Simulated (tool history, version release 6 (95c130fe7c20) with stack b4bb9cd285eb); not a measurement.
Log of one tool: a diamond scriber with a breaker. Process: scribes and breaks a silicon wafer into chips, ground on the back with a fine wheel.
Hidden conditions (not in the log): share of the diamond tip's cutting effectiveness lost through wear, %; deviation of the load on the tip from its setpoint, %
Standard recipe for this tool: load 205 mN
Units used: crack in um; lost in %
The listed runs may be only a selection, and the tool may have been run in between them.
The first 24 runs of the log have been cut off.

run   hour  load  wafers since the last listed run  hours since the diamond tip was replaced  hours since the load on the tip was calibrated  incoming depth of the damage left on the back of the incoming wafer, um  crack   lost
     563.3  -- diamond tip replaced by a new one
 25  575.1   161                               146                                      11.8                                            35.1                                                                     1.85   8.79   5.37
 26  609.3   167                               165                                      46.0                                            69.3                                                                     1.66   8.63   6.22
 27  628.5   227                                92                                      65.2                                            88.5                                                                     2.05  10.47   1.43
 28  649.9   184                               103                                      86.6                                           109.9                                                                     2.29   9.08   5.50
 29  674.4   246                               118                                     111.1                                           134.4                                                                     2.71  10.68   2.17
 30  706.1   174                               152                                     142.8                                           166.1                                                                     2.02   8.31   7.62
 31  723.4   259                                83                                     160.1                                           183.4                                                                     2.85  11.08   2.35
 32  749.7   172                               126                                     186.4                                           209.7                                                                     1.97   8.08   9.02
 33  775.2   183                               123                                     211.9                                           235.2                                                                     2.46   8.43   7.99
 34  798.5   144                               112                                     235.2                                           258.5                                                                     2.25   7.09  19.00
     817.6  -- diamond tip replaced by a new one
 35  818.1   205                                84                                       0.5                                           278.1                                                                     2.01  10.15   1.46
 36  830.9   248                                61                                      13.3                                           290.9                                                                     1.61  11.34   1.70

Run 37, settings as shown, results not yet in. Your forecast:
 37  859.1   165                               136                                      41.5                                           319.1                                                                     1.82      ?     ?

{"run 37": {"crack": 8.31, "lost": 7.4}}
Had the tool carried no hidden state, the very same run would have given crack 9.08 um, lost 3.81 %.
